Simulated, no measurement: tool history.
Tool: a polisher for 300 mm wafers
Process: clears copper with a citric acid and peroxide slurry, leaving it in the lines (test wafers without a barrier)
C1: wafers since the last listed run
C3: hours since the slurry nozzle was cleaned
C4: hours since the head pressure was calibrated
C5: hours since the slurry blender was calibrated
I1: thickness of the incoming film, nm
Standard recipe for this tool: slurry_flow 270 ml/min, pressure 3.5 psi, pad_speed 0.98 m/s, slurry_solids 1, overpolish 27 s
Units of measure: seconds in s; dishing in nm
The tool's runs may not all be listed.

run 1 day=0 | slurry_flow=270 pressure=3.5 pad_speed=0.98 slurry_solids=1 overpolish=27 | C1=0 wafers_polished_on_this_pad=1660 C3=488.8 C4=309.1 C5=5.6 | I1=304.4 | seconds=124 dishing=28.1
-- day=0.771 worn pad replaced by a new one
run 2 day=1.521 | slurry_flow=270 pressure=3.5 pad_speed=0.86 slurry_solids=1 overpolish=27 | C1=141 wafers_polished_on_this_pad=78 C3=525.3 C4=345.6 C5=42.1 | I1=310.9 | seconds=154.8 dishing=26.2
run 3 day=4.683 | slurry_flow=270 pressure=3.5 pad_speed=0.98 slurry_solids=1 overpolish=27 | C1=330 wafers_polished_on_this_pad=408 C3=601.2 C4=421.5 C5=118 | I1=308.5 | seconds=135.6 dishing=27.7
-- day=5.633 slurry nozzle cleaned
run 4 day=6.721 | slurry_flow=270 pressure=3.5 pad_speed=0.98 slurry_solids=1.2 overpolish=27 | C1=208 wafers_polished_on_this_pad=616 C3=26.1 C4=470.4 C5=166.9 | I1=307.5 | seconds=134.4 dishing=26.5
run 5 day=9.304 | slurry_flow=270 pressure=3.5 pad_speed=0.98 slurry_solids=1 overpolish=27 | C1=269 wafers_polished_on_this_pad=886 C3=88.1 C4=532.4 C5=228.9 | I1=305.1 | seconds=137.5 dishing=27.2
-- day=10.683 worn pad replaced by a new one, repeated, since the last time left the tool worse
run 6 day=11.571 | slurry_flow=270 pressure=3.5 pad_speed=0.98 slurry_solids=1 overpolish=27 | C1=219 wafers_polished_on_this_pad=92 C3=142.5 C4=586.8 C5=283.3 | I1=311.3 | seconds=122.4 dishing=29
run 7 day=13.946 | slurry_flow=240 pressure=3.5 pad_speed=0.98 slurry_solids=1 overpolish=27 | C1=247 wafers_polished_on_this_pad=340 C3=199.5 C4=643.8 C5=340.3 | I1=309.4 | seconds=121.5 dishing=28.6
-- day=15.654 head pressure recalibrated
run 8 day=16.267 | slurry_flow=240 pressure=3.5 pad_speed=0.98 slurry_solids=1 overpolish=27 | C1=233 wafers_polished_on_this_pad=574 C3=255.2 C4=14.7 C5=396 | I1=310.7 | seconds=122.3 dishing=29.1
-- day=16.779 slurry blender recalibrated
run 9 day=18.804 | slurry_flow=240 pressure=3.5 pad_speed=0.98 slurry_solids=1 overpolish=27 | C1=256 wafers_polished_on_this_pad=830 C3=316.1 C4=75.6 C5=48.6 | I1=306.1 | seconds=119.8 dishing=28.8
run 10 day=20.746 | slurry_flow=225 pressure=3.5 pad_speed=0.98 slurry_solids=1 overpolish=27 | C1=202 wafers_polished_on_this_pad=1033 C3=362.7 C4=122.2 C5=95.2 | I1=308.3 | seconds=123.8 dishing=28.7
run 11 day=21.875 | slurry_flow=270 pressure=3.5 pad_speed=0.98 slurry_solids=1 overpolish=40 | C1=117 wafers_polished_on_this_pad=1151 C3=389.8 C4=149.3 C5=122.3 | I1=310.5 | seconds=122.8 dishing=31.9
run 12 day=23.288 | slurry_flow=315 pressure=3.5 pad_speed=0.78 slurry_solids=1 overpolish=42 | C1=147 wafers_polished_on_this_pad=1298 C3=423.7 C4=183.2 C5=156.2 | I1=302.8 | seconds=147.2 dishing=30.5
run 13 day=25.142 | slurry_flow=270 pressure=3.5 pad_speed=0.98 slurry_solids=1 overpolish=35 | C1=193 wafers_polished_on_this_pad=1492 C3=468.2 C4=227.7 C5=200.7 | I1=306.1 | seconds=124.3 dishing=31.3
run 14 day=27.138 | slurry_flow=270 pressure=3.5 pad_speed=0.98 slurry_solids=1 overpolish=27 | C1=208 wafers_polished_on_this_pad=1700 C3=516.1 C4=275.6 C5=248.6 | I1=312.3 | seconds=127 dishing=27.6
-- day=29.096 worn pad replaced by a new one
run 15 day=29.425 | slurry_flow=270 pressure=3.1 pad_speed=0.78 slurry_solids=1 overpolish=42 | C1=221 wafers_polished_on_this_pad=34 C3=571 C4=330.5 C5=303.5 | I1=315.9 | seconds=172.4 dishing=29.1
run 16 day=30.742 | slurry_flow=195 pressure=2.8 pad_speed=0.98 slurry_solids=1.3 overpolish=35 | C1=137 wafers_polished_on_this_pad=171 C3=602.6 C4=362.1 C5=335.1 | I1=307.8 | seconds=144.2 dishing=28.3
run 17 day=32.9 | slurry_flow=350 pressure=3.5 pad_speed=0.98 slurry_solids=1.25 overpolish=21 | C1=225 wafers_polished_on_this_pad=397 C3=654.4 C4=413.9 C5=386.9 | I1=308.1 | seconds=113.3 dishing=26.7
-- day=33.488 slurry blender recalibrated
-- day=34.179 slurry nozzle cleaned
run 18 day=34.267 | slurry_flow=270 pressure=2.3 pad_speed=0.98 slurry_solids=1.3 overpolish=32 | C1=129 wafers_polished_on_this_pad=526 C3=2.1 C4=446.7 C5=18.7 | I1=308.1 | seconds=170.1 dishing=26.1
run 19 day=36.875 | slurry_flow=270 pressure=3.5 pad_speed=1.2 slurry_solids=0.75 overpolish=15 | C1=272 wafers_polished_on_this_pad=799 C3=64.7 C4=509.3 C5=81.3 | I1=311.2 | seconds=103.9 dishing=23.6
run 20 day=42.317 | slurry_flow=235 pressure=3.5 pad_speed=0.98 slurry_solids=1 overpolish=27 | C1=568 wafers_polished_on_this_pad=1367 C3=195.3 C4=639.9 C5=211.9 | I1=308.5 | seconds=125.1 dishing=28.1
-- day=42.867 head pressure recalibrated
-- day=44.375 worn pad replaced by a new one
run 21 day=45.054 | slurry_flow=270 pressure=3.5 pad_speed=0.98 slurry_solids=1.15 overpolish=27 | C1=259 wafers_polished_on_this_pad=70 C3=261 C4=52.5 C5=277.6 | I1=309.2 | seconds=115.8 dishing=29.1
run 22 day=46.562 | slurry_flow=200 pressure=3.5 pad_speed=0.98 slurry_solids=1 overpolish=15 | C1=157 wafers_polished_on_this_pad=228 C3=297.2 C4=88.7 C5=313.8 | I1=308.8 | seconds=121.7 dishing=20.9
-- day=47.329 slurry blender recalibrated
run 23 day=47.679 | slurry_flow=270 pressure=3.5 pad_speed=0.98 slurry_solids=1 overpolish=27 | C1=107 wafers_polished_on_this_pad=336 C3=324 C4=115.5 C5=8.4 | I1=304.4 | seconds=117.9 dishing=28.8
run 24 day=49.058 | slurry_flow=270 pressure=3.5 pad_speed=0.98 slurry_solids=1.3 overpolish=27 | C1=144 wafers_polished_on_this_pad=480 C3=357.1 C4=148.6 C5=41.5 | I1=310 | seconds=112.9 dishing=29.5
run 25 day=50.446 | slurry_flow=270 pressure=3.5 pad_speed=0.98 slurry_solids=1 overpolish=27 | C1=144 wafers_polished_on_this_pad=625 C3=390.4 C4=181.9 C5=74.8 | I1=308.3 | seconds=120.6 dishing=28.9
run 26 day=52.329 | slurry_flow=270 pressure=3.5 pad_speed=0.88 slurry_solids=0.85 overpolish=21 | C1=196 wafers_polished_on_this_pad=821 C3=435.6 C4=227.1 C5=120 | I1=314.5 | seconds=137.8 dishing=24.5
-- day=59.858 slurry nozzle cleaned
run 27 day=60.321 | slurry_flow=270 pressure=3.5 pad_speed=0.98 slurry_solids=1 overpolish=27 | C1=830 wafers_polished_on_this_pad=1651 C3=11.1 C4=418.9 C5=311.8 | I1=306 | seconds=124.8 dishing=27.5
-- day=60.55 worn pad replaced by a new one
run 28 day=62.425 | slurry_flow=270 pressure=3.5 pad_speed=0.98 slurry_solids=1 overpolish=12 | C1=202 wafers_polished_on_this_pad=195 C3=61.6 C4=469.4 C5=362.3 | I1=304 | seconds=115.9 dishing=19

Below are 4 alternative next runs, each starting from the tool's condition after run 28. Predict each:
run A day=62.446 | slurry_flow=270 pressure=3.5 pad_speed=0.98 slurry_solids=1 overpolish=27 | C1=2 wafers_polished_on_this_pad=197 C3=62.1 C4=469.9 C5=362.8 | I1=311.1 | seconds=? dishing=?
run B day=62.446 | slurry_flow=200 pressure=2.4 pad_speed=0.98 slurry_solids=1 overpolish=11 | C1=2 wafers_polished_on_this_pad=197 C3=62.1 C4=469.9 C5=362.8 | I1=311.1 | seconds=? dishing=?
run C day=62.446 | slurry_flow=335 pressure=3 pad_speed=0.98 slurry_solids=0.75 overpolish=27 | C1=2 wafers_polished_on_this_pad=197 C3=62.1 C4=469.9 C5=362.8 | I1=311.1 | seconds=? dishing=?
run D day=62.446 | slurry_flow=270 pressure=3.5 pad_speed=1.16 slurry_solids=1 overpolish=18 | C1=2 wafers_polished_on_this_pad=197 C3=62.1 C4=469.9 C5=362.8 | I1=311.1 | seconds=? dishing=?

run=A seconds=119.6 dishing=28
run=B seconds=179.7 dishing=12.9
run=C seconds=141 dishing=26.1
run=D seconds=101.7 dishing=25.3
Without the tool's hidden state the same runs would have given:
run=A seconds=118.2 dishing=28.1
run=B seconds=177.6 dishing=13
run=C seconds=139.4 dishing=26.3
run=D seconds=100.5 dishing=25.5
